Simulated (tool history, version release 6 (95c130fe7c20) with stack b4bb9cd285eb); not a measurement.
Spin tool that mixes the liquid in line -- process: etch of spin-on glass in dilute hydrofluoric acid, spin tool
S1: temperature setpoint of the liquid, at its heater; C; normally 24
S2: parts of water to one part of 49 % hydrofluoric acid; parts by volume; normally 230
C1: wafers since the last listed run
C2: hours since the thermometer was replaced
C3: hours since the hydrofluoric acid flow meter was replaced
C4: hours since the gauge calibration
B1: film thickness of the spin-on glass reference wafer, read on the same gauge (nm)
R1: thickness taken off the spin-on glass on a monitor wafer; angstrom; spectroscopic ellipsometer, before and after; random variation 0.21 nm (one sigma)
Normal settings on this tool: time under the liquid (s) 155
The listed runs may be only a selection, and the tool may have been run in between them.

{"run": 1, "hour": 0.0, "S1": 24, "S2": 230, "time under the liquid (s)": 155, "C1": 0, "C2": 1119.7, "C3": 16.1, "C4": 164, "B1": 60.01, "R1": 311.8}
{"run": 2, "hour": 101.9, "S1": 24, "S2": 230, "time under the liquid (s)": 155, "C1": 931, "C2": 1221.6, "C3": 118, "C4": 265.9, "B1": 60, "R1": 306.1}
{"run": 3, "hour": 165.4, "S1": 24, "S2": 230, "time under the liquid (s)": 85, "C1": 580, "C2": 1285.1, "C3": 181.5, "C4": 329.4, "B1": 60, "R1": 167.3}
{"run": 4, "hour": 235.0, "S1": 24, "S2": 230, "time under the liquid (s)": 155, "C1": 636, "C2": 1354.7, "C3": 251.1, "C4": 399, "B1": 60, "R1": 308.4}
{"run": 5, "hour": 309.3, "S1": 24, "S2": 230, "time under the liquid (s)": 155, "C1": 679, "C2": 1429, "C3": 325.4, "C4": 473.3, "B1": 59.98, "R1": 308.2}
{"run": 6, "hour": 363.3, "S1": 24, "S2": 230, "time under the liquid (s)": 155, "C1": 493, "C2": 1483, "C3": 379.4, "C4": 527.3, "B1": 60.03, "R1": 304.4}
{"run": 7, "hour": 461.8, "S1": 24, "S2": 230, "time under the liquid (s)": 105, "C1": 900, "C2": 1581.5, "C3": 477.9, "C4": 625.8, "B1": 60.02, "R1": 205.5}
{"run": 8, "hour": 558.3, "S1": 27.5, "S2": 230, "time under the liquid (s)": 155, "C1": 882, "C2": 1678, "C3": 574.4, "C4": 722.3, "B1": 59.99, "R1": 347.1}
{"run": 9, "hour": 650.8, "S1": 27.5, "S2": 230, "time under the liquid (s)": 155, "C1": 845, "C2": 1770.5, "C3": 666.9, "C4": 814.8, "B1": 59.99, "R1": 346}
{"run": 10, "hour": 690.0, "S1": 20.5, "S2": 230, "time under the liquid (s)": 155, "C1": 358, "C2": 1809.7, "C3": 706.1, "C4": 854, "B1": 59.98, "R1": 268.4}
{"run": 11, "hour": 760.8, "S1": 21, "S2": 230, "time under the liquid (s)": 85, "C1": 647, "C2": 1880.5, "C3": 776.9, "C4": 924.8, "B1": 60.02, "R1": 149.4}
{"run": 12, "hour": 825.3, "S1": 24, "S2": 230, "time under the liquid (s)": 215, "C1": 589, "C2": 1945, "C3": 841.4, "C4": 989.3, "B1": 60.01, "R1": 420}
{"run": 13, "hour": 869.5, "S1": 24, "S2": 230, "time under the liquid (s)": 210, "C1": 404, "C2": 1989.2, "C3": 885.6, "C4": 1033.5, "B1": 60.01, "R1": 407.3}
{"hour": 921.3, "done": "thermometer replaced"}
{"run": 14, "hour": 921.8, "S1": 24, "S2": 230, "time under the liquid (s)": 210, "C1": 468, "C2": 0.5, "C3": 937.9, "C4": 1085.8, "B1": 59.98, "R1": 368.3}
{"hour": 934.1, "done": "hydrofluoric acid flow meter replaced"}
{"run": 15, "hour": 1019.0, "S1": 24, "S2": 230, "time under the liquid (s)": 155, "C1": 879, "C2": 97.7, "C3": 84.9, "C4": 1183, "B1": 59.99, "R1": 291.9}
{"run": 16, "hour": 1075.8, "S1": 24, "S2": 230, "time under the liquid (s)": 155, "C1": 519, "C2": 154.5, "C3": 141.7, "C4": 1239.8, "B1": 60.01, "R1": 293.5}
{"run": 17, "hour": 1113.3, "S1": 24, "S2": 230, "time under the liquid (s)": 80, "C1": 342, "C2": 192, "C3": 179.2, "C4": 1277.3, "B1": 59.99, "R1": 150.5}
{"run": 18, "hour": 1176.0, "S1": 27.5, "S2": 230, "time under the liquid (s)": 155, "C1": 573, "C2": 254.7, "C3": 241.9, "C4": 1340, "B1": 59.98, "R1": 333.5}
{"run": 19, "hour": 1271.1, "S1": 22.5, "S2": 330, "time under the liquid (s)": 185, "C1": 869, "C2": 349.8, "C3": 337, "C4": 1435.1, "B1": 60, "R1": 207.4}
{"run": 20, "hour": 1308.5, "S1": 21.5, "S2": 130, "time under the liquid (s)": 115, "C1": 341, "C2": 387.2, "C3": 374.4, "C4": 1472.5, "B1": 60, "R1": 393.2}
{"run": 21, "hour": 1367.9, "S1": 24, "S2": 230, "time under the liquid (s)": 155, "C1": 542, "C2": 446.6, "C3": 433.8, "C4": 1531.9, "B1": 59.98, "R1": 294.5}
{"run": 22, "hour": 1471.3, "S1": 26.5, "S2": 230, "time under the liquid (s)": 180, "C1": 945, "C2": 550, "C3": 537.2, "C4": 1635.3, "B1": 60.02, "R1": 370.5}
{"run": 23, "hour": 1547.9, "S1": 22.5, "S2": 330, "time under the liquid (s)": 185, "C1": 700, "C2": 626.6, "C3": 613.8, "C4": 1711.9, "B1": 60.02, "R1": 208.1}
{"run": 24, "hour": 1647.2, "S1": 24, "S2": 230, "time under the liquid (s)": 185, "C1": 907, "C2": 725.9, "C3": 713.1, "C4": 1811.2, "B1": 60, "R1": 348.7}
{"run": 25, "hour": 1689.2, "S1": 22, "S2": 310, "time under the liquid (s)": 205, "C1": 383, "C2": 767.9, "C3": 755.1, "C4": 1853.2, "B1": 59.99, "R1": 244}
{"run": 26, "hour": 1775.6, "S1": 24, "S2": 330, "time under the liquid (s)": 60, "C1": 789, "C2": 854.3, "C3": 841.5, "C4": 1939.6, "B1": 60, "R1": 70.6}
{"hour": 1824.2, "done": "hydrofluoric acid flow meter replaced"}
{"hour": 1845.3, "done": "gauge calibrated"}
{"run": 27, "hour": 1865.3, "S1": 24, "S2": 230, "time under the liquid (s)": 155, "C1": 810, "C2": 944, "C3": 41.1, "C4": 20, "B1": 59.99, "R1": 306.8}
{"run": 28, "hour": 1934.3, "S1": 24, "S2": 315, "time under the liquid (s)": 190, "C1": 630, "C2": 1013, "C3": 110.1, "C4": 89, "B1": 60.01, "R1": 250.5}
{"run": 29, "hour": 2022.4, "S1": 24, "S2": 230, "time under the liquid (s)": 155, "C1": 805, "C2": 1101.1, "C3": 198.2, "C4": 177.1, "B1": 60.01, "R1": 299.8}
{"run": 30, "hour": 2071.1, "S1": 26.5, "S2": 230, "time under the liquid (s)": 70, "C1": 445, "C2": 1149.8, "C3": 246.9, "C4": 225.8, "B1": 60.02, "R1": 150.8}
{"run": 31, "hour": 2116.3, "S1": 22.5, "S2": 340, "time under the liquid (s)": 80, "C1": 413, "C2": 1195, "C3": 292.1, "C4": 271, "B1": 60, "R1": 89.6}
{"run": 32, "hour": 2157.3, "S1": 26, "S2": 195, "time under the liquid (s)": 155, "C1": 374, "C2": 1236, "C3": 333.1, "C4": 312, "B1": 59.99, "R1": 405.3}
{"run": 33, "hour": 2261.4, "S1": 24, "S2": 230, "time under the liquid (s)": 105, "C1": 951, "C2": 1340.1, "C3": 437.2, "C4": 416.1, "B1": 60.02, "R1": 205.2}
{"run": 34, "hour": 2312.2, "S1": 21.5, "S2": 325, "time under the liquid (s)": 205, "C1": 464, "C2": 1390.9, "C3": 488, "C4": 466.9, "B1": 59.98, "R1": 235.8}
{"run": 35, "hour": 2408.7, "S1": 22, "S2": 285, "time under the liquid (s)": 90, "C1": 882, "C2": 1487.4, "C3": 584.5, "C4": 563.4, "B1": 60.01, "R1": 124.3}

For some of the steps in R1 from one run to the next: how much would appear even if the tool had no hidden state, given the settings, what came in and random variation, and how much remains for the hidden state plus any gauge scatter that the measured result and the result without hidden state don't share?
The tool's hidden condition here consists of: liquid hotter than its thermometer reads (K); hydrofluoric acid flow below the setpoint (%); gauge reads high (%).
Run 11 -> 12: S1 21 -> 24, time under the liquid (s) 85 -> 215. R1 +270.6 angstrom: hidden state +9.3, all else +261.3.
Run 13 -> 14: thermometer replaced. R1 -39 angstrom: hidden state -36.1, all else -2.9.
Run 14 -> 15: time under the liquid (s) 210 -> 155, hydrofluoric acid flow meter replaced. R1 -76.4 angstrom: hidden state +23.5, all else -99.9.
Run 26 -> 27: S2 330 -> 230, time under the liquid (s) 60 -> 155, hydrofluoric acid flow meter replaced, gauge calibrated. R1 +236.2 angstrom: hidden state +14.3, all else +221.9.
Run 31 -> 32: S1 22.5 -> 26, S2 340 -> 195, time under the liquid (s) 80 -> 155. R1 +315.7 angstrom: hidden state +12.7, all else +303.
